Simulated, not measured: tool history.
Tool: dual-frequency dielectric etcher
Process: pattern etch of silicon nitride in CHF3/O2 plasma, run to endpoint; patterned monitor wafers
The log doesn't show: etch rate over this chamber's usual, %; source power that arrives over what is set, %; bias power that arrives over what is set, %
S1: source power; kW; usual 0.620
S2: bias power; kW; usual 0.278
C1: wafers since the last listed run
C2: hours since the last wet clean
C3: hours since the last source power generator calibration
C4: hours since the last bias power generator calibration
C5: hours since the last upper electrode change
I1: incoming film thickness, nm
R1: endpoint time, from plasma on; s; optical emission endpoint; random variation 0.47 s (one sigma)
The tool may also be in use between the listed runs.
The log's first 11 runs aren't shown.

run	hour	S1	S2	C1	C2	C3	C4	C5	I1	R1
12	121.0	0.620	0.226	116	403.7	1582.0	91.9	2333.7	101.9	62.1
13	127.7	0.770	0.330	116	410.4	1588.7	98.6	2340.4	101.7	50.5
14	142.3	0.620	0.212	254	425.0	1603.3	113.2	2355.0	102.7	63.6
15	150.0	0.710	0.311	134	432.7	1611.0	120.9	2362.7	102.4	52.5
16	156.3	0.680	0.278	109	439.0	1617.3	127.2	2369.0	103.2	56.1
17	173.7	0.750	0.251	303	456.4	1634.7	144.6	2386.4	103.3	56.2
# hour 206.5: upper electrode replaced
18	207.0	0.670	0.341	162	489.7	1668.0	177.9	0.5	103.1	52.7
19	207.4	0.620	0.278	6	490.1	1668.4	178.3	0.9	102.7	58.3
20	207.7	0.470	0.298	5	490.4	1668.7	178.6	1.2	102.5	62.7
# hour 236.5: wet clean of the chamber
21	237.0	0.460	0.344	92	0.5	1698.0	207.9	30.5	101.9	61.8
22	237.4	0.510	0.210	6	0.9	1698.4	208.3	30.9	104.3	72.1
23	244.5	0.490	0.344	123	8.0	1705.5	215.4	38.0	102.6	61.0

Forecast run 24:
24	252.4	0.620	0.294	137	15.9	1713.4	223.3	45.9	103.6	?

R1: 59.0 s
Without the tool's hidden state the same run would have given R1 59.2 s.
